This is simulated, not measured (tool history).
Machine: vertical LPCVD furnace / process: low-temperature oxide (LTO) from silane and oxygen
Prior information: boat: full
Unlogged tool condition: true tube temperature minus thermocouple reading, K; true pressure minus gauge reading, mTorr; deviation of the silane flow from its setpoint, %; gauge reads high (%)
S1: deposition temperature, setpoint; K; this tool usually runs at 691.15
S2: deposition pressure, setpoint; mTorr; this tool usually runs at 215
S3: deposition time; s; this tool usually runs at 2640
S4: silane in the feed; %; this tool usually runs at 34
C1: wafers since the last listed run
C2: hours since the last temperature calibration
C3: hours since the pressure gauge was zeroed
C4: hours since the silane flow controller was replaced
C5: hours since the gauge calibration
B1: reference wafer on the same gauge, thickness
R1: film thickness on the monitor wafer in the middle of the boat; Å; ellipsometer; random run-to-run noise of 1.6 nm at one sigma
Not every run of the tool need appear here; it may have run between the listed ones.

{"run": 1, "hour": 0.0, "S1": 691.15, "S2": 215, "S3": 2640, "S4": 34, "C1": 0, "C2": 1690.4, "C3": 4248.1, "C4": 3210.4, "C5": 681.6, "B1": 401.12, "R1": 4468.8}
{"run": 2, "hour": 20.4, "S1": 691.15, "S2": 215, "S3": 2640, "S4": 34, "C1": 392, "C2": 1710.8, "C3": 4268.5, "C4": 3230.8, "C5": 702, "B1": 401.22, "R1": 4443.9}
{"run": 3, "hour": 43.7, "S1": 691.15, "S2": 215, "S3": 2640, "S4": 34, "C1": 447, "C2": 1734.1, "C3": 4291.8, "C4": 3254.1, "C5": 725.3, "B1": 401.19, "R1": 4432.6}
{"run": 4, "hour": 74.9, "S1": 691.15, "S2": 215, "S3": 2640, "S4": 34, "C1": 599, "C2": 1765.3, "C3": 4323, "C4": 3285.3, "C5": 756.5, "B1": 400.75, "R1": 4444.5}
{"run": 5, "hour": 104.3, "S1": 691.15, "S2": 235, "S3": 2640, "S4": 34, "C1": 565, "C2": 1794.7, "C3": 4352.4, "C4": 3314.7, "C5": 785.9, "B1": 400.93, "R1": 4865.1}
{"run": 6, "hour": 138.8, "S1": 691.15, "S2": 235, "S3": 2640, "S4": 34, "C1": 663, "C2": 1829.2, "C3": 4386.9, "C4": 3349.2, "C5": 820.4, "B1": 401.03, "R1": 4865.1}
{"run": 7, "hour": 181.7, "S1": 691.15, "S2": 215, "S3": 2640, "S4": 34, "C1": 824, "C2": 1872.1, "C3": 4429.8, "C4": 3392.1, "C5": 863.3, "B1": 401.07, "R1": 4471.6}
{"run": 8, "hour": 214.5, "S1": 691.15, "S2": 215, "S3": 2640, "S4": 34, "C1": 630, "C2": 1904.9, "C3": 4462.6, "C4": 3424.9, "C5": 896.1, "B1": 401.05, "R1": 4452.9}
{"run": 9, "hour": 256.4, "S1": 691.15, "S2": 255, "S3": 2640, "S4": 34, "C1": 805, "C2": 1946.8, "C3": 4504.5, "C4": 3466.8, "C5": 938, "B1": 401.1, "R1": 5321.5}
{"run": 10, "hour": 274.2, "S1": 691.15, "S2": 255, "S3": 2640, "S4": 34, "C1": 342, "C2": 1964.6, "C3": 4522.3, "C4": 3484.6, "C5": 955.8, "B1": 400.77, "R1": 5286.3}
{"run": 11, "hour": 289.6, "S1": 691.15, "S2": 215, "S3": 2640, "S4": 34, "C1": 296, "C2": 1980, "C3": 4537.7, "C4": 3500, "C5": 971.2, "B1": 401.13, "R1": 4454.5}
{"run": 12, "hour": 324.5, "S1": 691.15, "S2": 215, "S3": 2640, "S4": 34, "C1": 670, "C2": 2014.9, "C3": 4572.6, "C4": 3534.9, "C5": 1006.1, "B1": 400.95, "R1": 4465.5}
{"run": 13, "hour": 354.1, "S1": 691.15, "S2": 215, "S3": 2640, "S4": 34, "C1": 569, "C2": 2044.5, "C3": 4602.2, "C4": 3564.5, "C5": 1035.7, "B1": 400.72, "R1": 4432}
{"run": 14, "hour": 373.6, "S1": 691.15, "S2": 215, "S3": 2640, "S4": 31, "C1": 374, "C2": 2064, "C3": 4621.7, "C4": 3584, "C5": 1055.2, "B1": 401.04, "R1": 3927.4}
{"hour": 382.8, "done": "gauge calibrated"}
{"run": 15, "hour": 409.1, "S1": 691.15, "S2": 215, "S3": 2640, "S4": 31, "C1": 682, "C2": 2099.5, "C3": 4657.2, "C4": 3619.5, "C5": 26.3, "B1": 401.51, "R1": 3940.6}
{"run": 16, "hour": 421.1, "S1": 691.15, "S2": 215, "S3": 2640, "S4": 31, "C1": 230, "C2": 2111.5, "C3": 4669.2, "C4": 3631.5, "C5": 38.3, "B1": 400.99, "R1": 3958.2}
{"hour": 456.9, "done": "pressure gauge zeroed"}
{"hour": 476.9, "done": "silane flow controller replaced"}
{"run": 17, "hour": 477.4, "S1": 691.15, "S2": 255, "S3": 3270, "S4": 29, "C1": 235, "C2": 2167.8, "C3": 20.5, "C4": 0.5, "C5": 94.6, "B1": 401.16, "R1": 5293.3}
{"run": 18, "hour": 481.8, "S1": 691.15, "S2": 215, "S3": 2640, "S4": 34, "C1": 84, "C2": 2172.2, "C3": 24.9, "C4": 4.9, "C5": 99, "B1": 400.44, "R1": 4467}
{"run": 19, "hour": 493.9, "S1": 691.15, "S2": 265, "S3": 2640, "S4": 37, "C1": 232, "C2": 2184.3, "C3": 37, "C4": 17, "C5": 111.1, "B1": 401.24, "R1": 6128}
{"run": 20, "hour": 518.5, "S1": 679.15, "S2": 215, "S3": 3480, "S4": 34, "C1": 472, "C2": 2208.9, "C3": 61.6, "C4": 41.6, "C5": 135.7, "B1": 400.39, "R1": 5171.9}
{"run": 21, "hour": 562.3, "S1": 691.15, "S2": 215, "S3": 2640, "S4": 34, "C1": 842, "C2": 2252.7, "C3": 105.4, "C4": 85.4, "C5": 179.5, "B1": 401.18, "R1": 4497.1}
{"run": 22, "hour": 583.1, "S1": 702.15, "S2": 200, "S3": 2640, "S4": 32, "C1": 399, "C2": 2273.5, "C3": 126.2, "C4": 106.2, "C5": 200.3, "B1": 400.92, "R1": 4334.4}
{"hour": 622.2, "done": "thermocouples replaced and temperature profile calibrated"}
{"run": 23, "hour": 622.7, "S1": 680.15, "S2": 215, "S3": 3360, "S4": 34, "C1": 299, "C2": 0.5, "C3": 165.8, "C4": 145.8, "C5": 239.9, "B1": 401.26, "R1": 5187.1}
{"run": 24, "hour": 629.8, "S1": 691.15, "S2": 215, "S3": 1650, "S4": 32, "C1": 136, "C2": 7.6, "C3": 172.9, "C4": 152.9, "C5": 247, "B1": 401.39, "R1": 2620}
{"run": 25, "hour": 649.0, "S1": 684.15, "S2": 185, "S3": 3120, "S4": 28, "C1": 369, "C2": 26.8, "C3": 192.1, "C4": 172.1, "C5": 266.2, "B1": 401.16, "R1": 3258.3}
{"run": 26, "hour": 675.1, "S1": 682.15, "S2": 180, "S3": 1800, "S4": 37, "C1": 501, "C2": 52.9, "C3": 218.2, "C4": 198.2, "C5": 292.3, "B1": 401.26, "R1": 2616.6}
{"run": 27, "hour": 700.9, "S1": 691.15, "S2": 215, "S3": 2640, "S4": 34, "C1": 495, "C2": 78.7, "C3": 244, "C4": 224, "C5": 318.1, "B1": 400.66, "R1": 4578.7}
{"run": 28, "hour": 736.2, "S1": 691.15, "S2": 215, "S3": 1920, "S4": 37, "C1": 678, "C2": 114, "C3": 279.3, "C4": 259.3, "C5": 353.4, "B1": 400.8, "R1": 3667.1}
{"hour": 766.7, "done": "thermocouples replaced and temperature profile calibrated, repeated, since the last time left the tool worse"}
{"run": 29, "hour": 767.6, "S1": 696.15, "S2": 200, "S3": 2640, "S4": 34, "C1": 142, "C2": 0.9, "C3": 310.7, "C4": 290.7, "C5": 384.8, "B1": 401.35, "R1": 4276.8}
{"run": 30, "hour": 824.1, "S1": 691.15, "S2": 215, "S3": 2640, "S4": 34, "C1": 1086, "C2": 57.4, "C3": 367.2, "C4": 347.2, "C5": 441.3, "B1": 401.75, "R1": 4365.6}
{"run": 31, "hour": 892.5, "S1": 691.15, "S2": 175, "S3": 2640, "S4": 37, "C1": 1314, "C2": 125.8, "C3": 435.6, "C4": 415.6, "C5": 509.7, "B1": 401.24, "R1": 3963.4}
{"run": 32, "hour": 926.6, "S1": 698.15, "S2": 235, "S3": 2640, "S4": 34, "C1": 655, "C2": 159.9, "C3": 469.7, "C4": 449.7, "C5": 543.8, "B1": 400.76, "R1": 5147.3}

Entry by entry between the runs, the difference in hidden state between the last listed run before and the first listed run after:
Runs 14 to 15: gauge calibrated (hour 382.8)
  true tube temperature minus thermocouple reading, K: 2.93 -> 2.97
  measured value less the no-hidden-state value, R1: +124.1 -> +126.4 Å
Runs 16 to 17: pressure gauge zeroed (hour 456.9); silane flow controller replaced (hour 476.9)
  true tube temperature minus thermocouple reading, K: 2.99 -> 3.06
  measured value less the no-hidden-state value, R1: +127.6 -> +177.5 Å
Runs 22 to 23: thermocouples replaced and temperature profile calibrated (hour 622.2)
  true tube temperature minus thermocouple reading, K: 3.2 -> 5.02
  measured value less the no-hidden-state value, R1: +142.4 -> +281.8 Å
Runs 28 to 29: thermocouples replaced and temperature profile calibrated, repeated, since the last time left the tool worse (hour 766.7)
  true tube temperature minus thermocouple reading, K: 5.16 -> 0.283
  measured value less the no-hidden-state value, R1: +192.2 -> +12.7 Å

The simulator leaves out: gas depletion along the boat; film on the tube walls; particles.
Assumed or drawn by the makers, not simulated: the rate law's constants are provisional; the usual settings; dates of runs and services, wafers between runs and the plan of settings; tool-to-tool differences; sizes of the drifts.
